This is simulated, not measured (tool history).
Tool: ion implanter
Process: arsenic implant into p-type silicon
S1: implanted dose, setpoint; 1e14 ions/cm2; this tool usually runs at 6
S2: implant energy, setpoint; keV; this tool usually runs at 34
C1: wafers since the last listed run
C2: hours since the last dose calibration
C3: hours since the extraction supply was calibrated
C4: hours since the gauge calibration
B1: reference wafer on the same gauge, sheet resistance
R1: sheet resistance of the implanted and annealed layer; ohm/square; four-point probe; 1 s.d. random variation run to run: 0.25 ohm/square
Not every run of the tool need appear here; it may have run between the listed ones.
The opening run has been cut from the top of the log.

run    hour    S1    S2    C1      C2      C3      C4      B1      R1
  2    66.7     6    34  1164    1214  5031.2  1461.9  157.98  166.23
  3   167.7  4.96  43.5  1763    1315  5132.2  1562.9  158.04  184.68
  4   204.9  4.96  43.5   649  1352.2  5169.4  1600.1     158   184.9
  5   250.6     6    34   798  1397.9  5215.1  1645.8  158.03  166.32
  6   294.7     6    34   770    1442  5259.2  1689.9  158.05  166.55
  7   344.1     6    34   862  1491.4  5308.6  1739.3  158.06  166.53
  8     447     6    34  1797  1594.3  5411.5  1842.2  157.99  166.22
  9   519.5     6    34  1266  1666.8    5484  1914.7  157.98  165.78
      563.7  -- Faraday cup replaced and dose calibrated
 10   570.4     6  37.5   749     6.7  5534.9  1965.6  157.98  166.29
 11   651.9     6  37.5  1423    88.2  5616.4  2047.1  158.05  165.77
 12   732.8  5.44    34  1412   169.1  5697.3    2128  158.07  181.53
 13   953.3  5.44    34  3850   389.6  5917.8  2348.5  158.01  180.23
 14  1011.7     6  41.5  1019     448  5976.2  2406.9  158.04   162.5
     1164.2  -- extraction supply calibrated
 15    1243     6    34  3899   679.3    78.8  2638.2  157.97  167.39
     1288.3  -- gauge calibrated
 16  1342.7     6    34  1741     779   178.5    54.4  157.94  166.79
 17  1390.3     6    34   831   826.6   226.1     102  158.01  166.98
 18    1458     6    34  1182   894.3   293.8   169.7  157.91   166.6
 19  1553.4  4.64    25  1666   989.7   389.2   265.1  157.96  212.21
 20  1606.4     6  44.5   925  1042.7   442.2   318.1  158.03   159.8
 21  1692.7   6.9    34  1507    1129   528.5   404.4  157.96  150.23

Predict the results of run 22:
 22  1764.2  7.17  40.5  1248  1200.5  600  475.9   ?   ?

Run 22 yielded B1 158.02, R1 141.81 ohm/square.
Had the tool carried no hidden state, the very same run would have given R1 144.1 ohm/square.

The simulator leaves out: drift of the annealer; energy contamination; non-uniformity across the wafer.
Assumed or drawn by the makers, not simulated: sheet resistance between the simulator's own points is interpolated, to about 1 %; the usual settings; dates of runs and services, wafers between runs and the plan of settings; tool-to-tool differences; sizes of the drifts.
